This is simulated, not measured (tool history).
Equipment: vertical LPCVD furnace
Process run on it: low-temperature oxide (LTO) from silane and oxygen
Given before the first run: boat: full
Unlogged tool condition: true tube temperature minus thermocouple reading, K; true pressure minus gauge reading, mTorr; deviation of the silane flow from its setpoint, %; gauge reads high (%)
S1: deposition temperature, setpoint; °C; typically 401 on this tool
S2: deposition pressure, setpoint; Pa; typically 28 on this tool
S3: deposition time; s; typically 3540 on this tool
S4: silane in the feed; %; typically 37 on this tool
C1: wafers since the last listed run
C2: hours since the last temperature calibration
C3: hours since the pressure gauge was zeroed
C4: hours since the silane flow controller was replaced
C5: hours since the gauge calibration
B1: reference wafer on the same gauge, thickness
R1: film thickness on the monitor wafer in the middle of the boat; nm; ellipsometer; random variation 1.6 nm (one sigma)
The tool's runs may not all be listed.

{"run": 1, "hour": 0.0, "S1": 401, "S2": 28, "S3": 4650, "S4": 37, "C1": 0, "C2": 1750.2, "C3": 3133.8, "C4": 2496.5, "C5": 488.2, "B1": 382.16, "R1": 618.5}
{"run": 2, "hour": 89.6, "S1": 401, "S2": 28, "S3": 3540, "S4": 37, "C1": 985, "C2": 1839.8, "C3": 3223.4, "C4": 2586.1, "C5": 577.8, "B1": 381.83, "R1": 474.64}
{"run": 3, "hour": 395.3, "S1": 401, "S2": 32, "S3": 3540, "S4": 37, "C1": 3363, "C2": 2145.5, "C3": 3529.1, "C4": 2891.8, "C5": 883.5, "B1": 382.08, "R1": 544.61}
{"run": 4, "hour": 458.5, "S1": 401, "S2": 32, "S3": 3540, "S4": 37, "C1": 695, "C2": 2208.7, "C3": 3592.3, "C4": 2955, "C5": 946.7, "B1": 382.01, "R1": 543.9}
{"run": 5, "hour": 543.6, "S1": 401, "S2": 28, "S3": 3540, "S4": 37, "C1": 936, "C2": 2293.8, "C3": 3677.4, "C4": 3040.1, "C5": 1031.8, "B1": 381.96, "R1": 480.29}
{"run": 6, "hour": 622.8, "S1": 401, "S2": 28, "S3": 3540, "S4": 37, "C1": 871, "C2": 2373, "C3": 3756.6, "C4": 3119.3, "C5": 1111, "B1": 381.6, "R1": 478.34}
{"run": 7, "hour": 680.3, "S1": 401, "S2": 28, "S3": 3540, "S4": 37, "C1": 632, "C2": 2430.5, "C3": 3814.1, "C4": 3176.8, "C5": 1168.5, "B1": 382.19, "R1": 477.13}
{"run": 8, "hour": 758.4, "S1": 401, "S2": 28, "S3": 3540, "S4": 37, "C1": 859, "C2": 2508.6, "C3": 3892.2, "C4": 3254.9, "C5": 1246.6, "B1": 382.02, "R1": 480.26}
{"run": 9, "hour": 859.0, "S1": 401, "S2": 28, "S3": 3540, "S4": 37, "C1": 1107, "C2": 2609.2, "C3": 3992.8, "C4": 3355.5, "C5": 1347.2, "B1": 381.75, "R1": 478.32}
{"run": 10, "hour": 919.9, "S1": 401, "S2": 28, "S3": 3540, "S4": 37, "C1": 670, "C2": 2670.1, "C3": 4053.7, "C4": 3416.4, "C5": 1408.1, "B1": 382, "R1": 480.56}
{"run": 11, "hour": 961.3, "S1": 401, "S2": 28, "S3": 3540, "S4": 37, "C1": 455, "C2": 2711.5, "C3": 4095.1, "C4": 3457.8, "C5": 1449.5, "B1": 381.91, "R1": 478.5}
{"hour": 1003.2, "done": "silane flow controller replaced"}
{"hour": 1214.7, "done": "thermocouples replaced and temperature profile calibrated"}
{"run": 12, "hour": 1245.8, "S1": 401, "S2": 28, "S3": 3540, "S4": 37, "C1": 2602, "C2": 31.1, "C3": 4379.6, "C4": 242.6, "C5": 1734, "B1": 382.07, "R1": 461.55}
{"run": 13, "hour": 1327.7, "S1": 401, "S2": 28, "S3": 3540, "S4": 37, "C1": 901, "C2": 113, "C3": 4461.5, "C4": 324.5, "C5": 1815.9, "B1": 382.22, "R1": 462.29}
{"hour": 1351.9, "done": "pressure gauge zeroed"}
{"run": 14, "hour": 1426.7, "S1": 401, "S2": 28, "S3": 4770, "S4": 37, "C1": 825, "C2": 212, "C3": 74.8, "C4": 423.5, "C5": 1914.9, "B1": 381.98, "R1": 626.38}
{"run": 15, "hour": 1499.9, "S1": 413, "S2": 34, "S3": 4860, "S4": 30, "C1": 805, "C2": 285.2, "C3": 148, "C4": 496.7, "C5": 1988.1, "B1": 382.37, "R1": 673.58}
{"run": 16, "hour": 1539.5, "S1": 389, "S2": 33.3, "S3": 3540, "S4": 34, "C1": 435, "C2": 324.8, "C3": 187.6, "C4": 536.3, "C5": 2027.7, "B1": 381.87, "R1": 430.46}
{"hour": 1579.9, "done": "gauge calibrated"}
{"run": 17, "hour": 1636.2, "S1": 401, "S2": 28, "S3": 4290, "S4": 41, "C1": 1064, "C2": 421.5, "C3": 284.3, "C4": 633, "C5": 56.3, "B1": 382.1, "R1": 638}
{"run": 18, "hour": 1676.0, "S1": 401, "S2": 34.7, "S3": 3540, "S4": 37, "C1": 437, "C2": 461.3, "C3": 324.1, "C4": 672.8, "C5": 96.1, "B1": 381.59, "R1": 571.94}
{"run": 19, "hour": 1783.2, "S1": 409, "S2": 32, "S3": 3540, "S4": 37, "C1": 1179, "C2": 568.5, "C3": 431.3, "C4": 780, "C5": 203.3, "B1": 381.89, "R1": 587.03}
{"run": 20, "hour": 1877.7, "S1": 401, "S2": 28, "S3": 3540, "S4": 37, "C1": 1039, "C2": 663, "C3": 525.8, "C4": 874.5, "C5": 297.8, "B1": 381.78, "R1": 467.08}
{"run": 21, "hour": 1979.1, "S1": 392, "S2": 26, "S3": 2640, "S4": 30, "C1": 1115, "C2": 764.4, "C3": 627.2, "C4": 975.9, "C5": 399.2, "B1": 382.06, "R1": 219.26}
{"run": 22, "hour": 2038.2, "S1": 401, "S2": 28, "S3": 3540, "S4": 37, "C1": 650, "C2": 823.5, "C3": 686.3, "C4": 1035, "C5": 458.3, "B1": 382.44, "R1": 471.57}
{"run": 23, "hour": 2110.1, "S1": 401, "S2": 28, "S3": 3540, "S4": 42, "C1": 791, "C2": 895.4, "C3": 758.2, "C4": 1106.9, "C5": 530.2, "B1": 382.02, "R1": 542.63}
{"run": 24, "hour": 2183.7, "S1": 401, "S2": 34, "S3": 3540, "S4": 31, "C1": 809, "C2": 969, "C3": 831.8, "C4": 1180.5, "C5": 603.8, "B1": 382.14, "R1": 445.32}
{"run": 25, "hour": 2286.9, "S1": 401, "S2": 28, "S3": 2370, "S4": 37, "C1": 1135, "C2": 1072.2, "C3": 935, "C4": 1283.7, "C5": 707, "B1": 382.01, "R1": 315.87}
{"run": 26, "hour": 2330.4, "S1": 401, "S2": 28, "S3": 3540, "S4": 37, "C1": 478, "C2": 1115.7, "C3": 978.5, "C4": 1327.2, "C5": 750.5, "B1": 382.14, "R1": 467.89}

Branching from run 26: 3 alternative next runs. What would each branch give?
{"run": "A", "hour": 2336.0, "S1": 401, "S2": 28, "S3": 3540, "S4": 37, "C1": 61, "C2": 1121.3, "C3": 984.1, "C4": 1332.8, "C5": 756.1, "B1": "?", "R1": "?"}
{"run": "B", "hour": 2336.0, "S1": 406, "S2": 34, "S3": 2520, "S4": 33, "C1": 61, "C2": 1121.3, "C3": 984.1, "C4": 1332.8, "C5": 756.1, "B1": "?", "R1": "?"}
{"run": "C", "hour": 2336.0, "S1": 389, "S2": 30.7, "S3": 3900, "S4": 42, "C1": 61, "C2": 1121.3, "C3": 984.1, "C4": 1332.8, "C5": 756.1, "B1": "?", "R1": "?"}

run=A B1=382.34 R1=470.32
run=B B1=382.34 R1=369.77
run=C B1=382.34 R1=578.85
Stripped of hidden state, with their random variation kept, the same runs would have yielded:
run=A R1=459.93
run=B R1=361.5
run=C R1=565.94
